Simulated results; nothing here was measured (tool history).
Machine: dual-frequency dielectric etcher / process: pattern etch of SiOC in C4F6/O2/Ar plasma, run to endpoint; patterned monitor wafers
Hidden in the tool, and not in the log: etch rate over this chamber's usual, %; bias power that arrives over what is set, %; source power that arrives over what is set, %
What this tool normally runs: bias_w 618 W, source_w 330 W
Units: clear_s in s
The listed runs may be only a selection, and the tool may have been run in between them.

run	day	bias_w	source_w	wafers since the last listed run	hours since the last wet clean	hours since the last bias power generator calibration	hours since the last source power generator calibration	hours since the last upper electrode change	incoming incoming film thickness, nm	clear_s
1	0	618	330	0	590.7	4378.7	1367.9	1432	32	11
# day 2.258: wet clean of the chamber
2	3.5	618	330	1164	29.8	4462.7	1451.9	1516	31.74	11.3
3	6.746	618	330	1511	107.7	4540.6	1529.8	1593.9	31.82	11.2
4	9.617	618	330	1336	176.6	4609.5	1598.7	1662.8	31.82	11.2
5	13.754	618	330	1926	275.9	4708.8	1698	1762.1	31.53	11
6	16.846	618	330	1439	350.1	4783	1772.2	1836.3	31.84	11.1
7	18.862	510	380	939	398.5	4831.4	1820.6	1884.7	31.58	11.2
8	21.671	510	380	1307	465.9	4898.8	1888	1952.1	31.85	11.2
9	24.796	618	330	1455	540.9	4973.8	1963	2027.1	31.66	10.9
# day 26.233: wet clean of the chamber
10	27.375	618	370	735	27.4	5035.7	2024.9	2089	31.52	10.6
11	30.392	618	280	1404	99.8	5108.1	2097.3	2161.4	31.45	12.1
# day 31.629: bias power generator calibrated
12	31.967	618	330	655	137.6	8.1	2135.1	2199.2	31.77	11.2
13	34.188	618	330	1034	190.9	61.4	2188.4	2252.5	31.94	11.2
14	38.233	767	390	1883	288	158.5	2285.5	2349.6	31.51	9.4
# day 40.096: source power generator calibrated
15	49.262	565	270	5058	552.7	423.2	220	2614.3	31.48	12.3
# day 51.246: wet clean of the chamber
# day 52.325: upper electrode replaced, of another model than before
16	53.492	703	330	1038	53.9	524.7	321.5	28	31.53	10.8
17	56.517	618	330	1408	126.5	597.3	394.1	100.6	31.84	11.3
18	59.7	545	300	1482	202.9	673.7	470.5	177	31.72	12
19	63.621	515	280	1825	297	767.8	564.6	271.1	32.07	12.5
20	73.138	767	250	4431	525.4	996.2	793	499.5	31.65	11.1
# day 74.938: wet clean of the chamber
21	76.842	475	390	1259	45.7	1085.1	881.9	588.4	31.79	11.5

What differs in the tool's unlogged condition from the final listed run ahead of each entry between runs to the first listed run following it?
Runs 1 to 2: wet clean of the chamber (day 2.258)
  etch rate over this chamber's usual, %: 3.55 -> -0.0824
  the result without the hidden state subtracted from the measured one, clear_s: -0.4 -> +0 s
Runs 9 to 10: wet clean of the chamber (day 26.233)
  etch rate over this chamber's usual, %: 3.3 -> 0.467
  the result without the hidden state subtracted from the measured one, clear_s: -0.4 -> -0.1 s
Runs 11 to 12: bias power generator calibrated (day 31.629)
  etch rate over this chamber's usual, %: 0.947 -> 1.2
  the result without the hidden state subtracted from the measured one, clear_s: -0.1 -> -0.2 s
Runs 14 to 15: source power generator calibrated (day 40.096)
  etch rate over this chamber's usual, %: 2.19 -> 3.95
  the result without the hidden state subtracted from the measured one, clear_s: -0.2 -> -0.5 s
Runs 15 to 16: wet clean of the chamber (day 51.246); upper electrode replaced, of another model than before (day 52.325)
  etch rate over this chamber's usual, %: 3.95 -> 0.374
  the result without the hidden state subtracted from the measured one, clear_s: -0.5 -> +0 s
Runs 20 to 21: wet clean of the chamber (day 74.938)
  etch rate over this chamber's usual, %: 3.5 -> 0.309
  the result without the hidden state subtracted from the measured one, clear_s: -0.4 -> -0.1 s
